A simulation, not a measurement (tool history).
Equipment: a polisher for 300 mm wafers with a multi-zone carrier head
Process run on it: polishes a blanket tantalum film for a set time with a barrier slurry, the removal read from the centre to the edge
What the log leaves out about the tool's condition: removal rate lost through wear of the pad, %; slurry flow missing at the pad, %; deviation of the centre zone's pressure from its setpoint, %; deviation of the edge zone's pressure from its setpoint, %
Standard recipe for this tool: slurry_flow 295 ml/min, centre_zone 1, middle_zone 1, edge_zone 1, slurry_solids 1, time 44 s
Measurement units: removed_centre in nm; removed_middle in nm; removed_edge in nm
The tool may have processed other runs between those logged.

| run | day | slurry_flow | centre_zone | middle_zone | edge_zone | slurry_solids | time | wafers since the last listed run | wafers polished on this pad | hours since the slurry nozzle was cleaned | hours since the centre zone pressure was calibrated | hours since the edge zone pressure was calibrated | hours since the carrier head's membrane was replaced | incoming thickness of the incoming film, nm | removed_centre | removed_middle | removed_edge |
|---|---|---|---|---|---|---|---|---|---|---|---|---|---|---|---|---|---|
| 1 | 0 | 295 | 1 | 1 | 1 | 1 | 44 | 0 | 1370 | 608.9 | 1236.9 | 51.4 | 117.3 | 189.6 | 67.2 | 76.6 | 71.8 |
| 2 | 1.079 | 295 | 0.97 | 1 | 1 | 1 | 44 | 299 | 1669 | 634.8 | 1262.8 | 77.3 | 143.2 | 188.5 | 65.5 | 75.3 | 72.1 |
| 3 | 2.538 | 295 | 1 | 1 | 1.12 | 1.25 | 44 | 404 | 2074 | 669.8 | 1297.8 | 112.3 | 178.2 | 189.9 | 71.8 | 78.4 | 83.3 |
| 4 | 3.133 | 295 | 0.93 | 1.07 | 1 | 1 | 35 | 165 | 2240 | 684.1 | 1312.1 | 126.6 | 192.5 | 190.8 | 49.5 | 62.5 | 57.6 |
|  | 3.596 | worn pad replaced by a new one |
| 5 | 3.762 | 295 | 1 | 1 | 1 | 1 | 44 | 128 | 45 | 699.2 | 1327.2 | 141.7 | 207.6 | 189.5 | 66 | 74.9 | 72.5 |
|  | 4.883 | slurry nozzle cleaned |
| 6 | 5.167 | 295 | 1.05 | 0.94 | 0.9 | 1.3 | 44 | 378 | 424 | 6.8 | 1360.9 | 175.4 | 241.3 | 186.9 | 74.4 | 75.6 | 72.6 |
|  | 5.388 | centre zone pressure recalibrated |
| 7 | 6.112 | 380 | 1.1 | 1 | 0.91 | 1 | 31 | 239 | 663 | 29.5 | 17.4 | 198.1 | 264 | 189.4 | 58.2 | 53.7 | 50.6 |
| 8 | 7.288 | 295 | 1 | 1 | 1.06 | 1 | 44 | 326 | 989 | 57.7 | 45.6 | 226.3 | 292.2 | 186.4 | 73 | 74.9 | 74.6 |
| 9 | 8.579 | 235 | 1.11 | 1 | 1 | 1 | 44 | 358 | 1348 | 88.7 | 76.6 | 257.3 | 323.2 | 187.2 | 76.4 | 72.1 | 70.7 |
| 10 | 10.617 | 210 | 1 | 0.94 | 1 | 1 | 44 | 565 | 1913 | 137.6 | 125.5 | 306.2 | 372.1 | 190.4 | 68.2 | 68.5 | 71.2 |
| 11 | 11.325 | 205 | 0.97 | 0.94 | 0.95 | 1 | 44 | 196 | 2110 | 154.6 | 142.5 | 323.2 | 389.1 | 188.2 | 67.7 | 67.2 | 67.3 |
|  | 12.521 | worn pad replaced by a new one |
| 12 | 12.542 | 210 | 1 | 1 | 1 | 1 | 44 | 291 | 6 | 183.8 | 171.7 | 352.4 | 418.3 | 190.7 | 71.2 | 70.4 | 69.5 |
| 13 | 13.846 | 295 | 1.09 | 0.96 | 1 | 1.15 | 57 | 361 | 368 | 215.1 | 203 | 383.7 | 449.6 | 189.1 | 103.4 | 95.7 | 96.6 |
|  | 14.079 | edge zone pressure recalibrated |
| 14 | 14.388 | 295 | 1.11 | 0.92 | 1 | 0.8 | 44 | 127 | 495 | 228.1 | 216 | 7.4 | 462.6 | 190 | 74.2 | 64.1 | 65.5 |
| 15 | 15.35 | 235 | 1 | 1 | 1 | 1 | 39 | 267 | 762 | 251.2 | 239.1 | 30.5 | 485.7 | 189.9 | 62.3 | 63.7 | 62 |
| 16 | 16.388 | 295 | 1 | 1 | 1 | 1 | 44 | 287 | 1050 | 276.1 | 264 | 55.4 | 510.6 | 188.2 | 71.3 | 75.6 | 72 |
| 17 | 17.283 | 295 | 1 | 0.91 | 1.06 | 1.2 | 57 | 248 | 1299 | 297.6 | 285.5 | 76.9 | 532.1 | 187.5 | 98.2 | 94.4 | 100.1 |
| 18 | 18.229 | 295 | 1 | 1 | 1 | 1.15 | 58 | 262 | 1561 | 320.3 | 308.2 | 99.6 | 554.8 | 192.6 | 99.4 | 101.6 | 99.7 |
| 19 | 19.021 | 295 | 1.05 | 0.94 | 0.9 | 1.3 | 44 | 219 | 1781 | 339.3 | 327.2 | 118.6 | 573.8 | 191.4 | 82.9 | 77.3 | 74.9 |
| 20 | 20.117 | 295 | 1 | 1 | 1 | 1 | 44 | 304 | 2085 | 365.6 | 353.5 | 144.9 | 600.1 | 189.3 | 71.4 | 75.6 | 71.5 |
|  | 21.117 | worn pad replaced by a new one |
| 21 | 21.608 | 395 | 0.93 | 1 | 1.05 | 1.15 | 44 | 367 | 136 | 401.4 | 389.3 | 180.7 | 635.9 | 191.7 | 72 | 80 | 76.1 |
| 22 | 22.721 | 295 | 1 | 1 | 1 | 1 | 44 | 308 | 445 | 428.1 | 416 | 207.4 | 662.6 | 194.2 | 71.1 | 73.6 | 71.5 |
| 23 | 23.983 | 295 | 0.94 | 1 | 1 | 1 | 44 | 350 | 796 | 458.4 | 446.3 | 237.7 | 692.9 | 187.1 | 68.5 | 73.8 | 72.4 |

A few steps of removed_centre between consecutive runs. Split each: what settings, incoming material and random variation would produce without the hidden state, and what is left over for the hidden state, along with gauge scatter present in only one of the two compared results (measured, and without hidden state):
Run 3 -> 4: centre_zone 1 -> 0.93, middle_zone 1 -> 1.07, edge_zone 1.12 -> 1, slurry_solids 1.25 -> 1, time 44 -> 35. removed_centre -22.3 nm: hidden state +2, all else -24.3.
Run 6 -> 7: slurry_flow 295 -> 380, centre_zone 1.05 -> 1.1, middle_zone 0.94 -> 1, edge_zone 0.9 -> 0.91, slurry_solids 1.3 -> 1, time 44 -> 31, centre zone pressure recalibrated. removed_centre -16.2 nm: hidden state +7.8, all else -24.
Run 12 -> 13: slurry_flow 210 -> 295, centre_zone 1 -> 1.09, middle_zone 1 -> 0.96, slurry_solids 1 -> 1.15, time 44 -> 57. removed_centre +32.2 nm: hidden state -0.4, all else +32.6.
Run 13 -> 14: centre_zone 1.09 -> 1.11, middle_zone 0.96 -> 0.92, slurry_solids 1.15 -> 0.8, time 57 -> 44, edge zone pressure recalibrated. removed_centre -29.2 nm: hidden state +0.2, all else -29.4.
